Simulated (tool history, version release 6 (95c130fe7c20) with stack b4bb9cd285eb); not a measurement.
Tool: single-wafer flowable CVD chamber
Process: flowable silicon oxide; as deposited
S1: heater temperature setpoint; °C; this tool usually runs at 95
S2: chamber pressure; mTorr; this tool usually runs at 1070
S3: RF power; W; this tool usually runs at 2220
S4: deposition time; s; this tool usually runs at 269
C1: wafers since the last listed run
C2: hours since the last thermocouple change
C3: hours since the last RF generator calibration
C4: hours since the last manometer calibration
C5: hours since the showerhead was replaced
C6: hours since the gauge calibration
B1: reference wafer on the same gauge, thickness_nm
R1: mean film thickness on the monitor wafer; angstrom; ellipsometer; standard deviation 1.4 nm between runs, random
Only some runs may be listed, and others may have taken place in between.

run	hour	S1	S2	S3	S4	C1	C2	C3	C4	C5	C6	B1	R1
1	0	95	1070	2220	269	0	964.7	1456	1527.9	2510.5	29.3	256.959	2339.02
2	34.5	95	1070	2220	269	159	999.2	1490.5	1562.4	2545	63.8	256.669	2319.3
3	44.2	95	1070	2220	269	44	1008.9	1500.2	1572.1	2554.7	73.5	257.254	2318.74
4	50.7	107	1070	2220	269	29	1015.4	1506.7	1578.6	2561.2	80	256.867	1633.22
5	59.6	95	1070	2220	269	41	1024.3	1515.6	1587.5	2570.1	88.9	256.947	2292.11
6	73.2	95	1070	2220	269	62	1037.9	1529.2	1601.1	2583.7	102.5	257.158	2323.44
# hour 87.4: capacitance manometer re-zeroed and calibrated
7	87.9	95	1070	2220	269	30	1052.6	1543.9	0.5	2598.4	117.2	256.937	2280.75
8	93	95	1070	2220	269	23	1057.7	1549	5.6	2603.5	122.3	256.935	2295.59
9	102.9	95	1070	2220	269	45	1067.6	1558.9	15.5	2613.4	132.2	256.691	2311.69
# hour 114.2: showerhead replaced, of another model than before
10	118.5	95	1250	2220	225	35	1083.2	1574.5	31.1	4.3	147.8	257.058	2120.33
# hour 130.7: RF generator calibrated
# hour 131.7: gauge calibrated
11	133.7	95	1070	2220	269	33	1098.4	3	46.3	19.5	2	257.045	2275.36
# hour 146.7: thermocouple changed; heater temperature recalibrated
12	147.2	95	1070	2020	224	25	0.5	16.5	59.8	33	15.5	256.84	2230.37
13	157.7	95	1250	2220	225	48	11	27	70.3	43.5	26	256.977	2536.16
14	172.9	95	1070	2220	233	70	26.2	42.2	85.5	58.7	41.2	257.012	2341.16
15	187.2	95	850	2570	269	65	40.5	56.5	99.8	73	55.5	257.363	2315.51
16	195.4	81	1070	2655	269	37	48.7	64.7	108	81.2	63.7	256.894	4082.35
17	207.3	105	1070	2220	311	54	60.6	76.6	119.9	93.1	75.6	256.739	2314.29
18	215.8	90	1070	2220	294	39	69.1	85.1	128.4	101.6	84.1	256.594	3382.65

Predict each of these 4 candidate next runs independently; none follows another, all start after run 18:
A	216.3	95	1070	2220	269	2	69.6	85.6	128.9	102.1	84.6	?	?
B	216.3	80	1160	2040	300	2	69.6	85.6	128.9	102.1	84.6	?	?
C	216.3	95	1140	2065	269	2	69.6	85.6	128.9	102.1	84.6	?	?
D	216.3	95	1180	2560	269	2	69.6	85.6	128.9	102.1	84.6	?	?

run	B1	R1
A	256.958	2680.99
B	256.958	4710.11
C	256.958	2764.25
D	256.958	2937.65
The same runs, with their run-to-run variation unchanged, on a tool lacking any hidden condition would have given:
run	R1
A	2736.24
B	4799.24
C	2821.22
D	2998.19

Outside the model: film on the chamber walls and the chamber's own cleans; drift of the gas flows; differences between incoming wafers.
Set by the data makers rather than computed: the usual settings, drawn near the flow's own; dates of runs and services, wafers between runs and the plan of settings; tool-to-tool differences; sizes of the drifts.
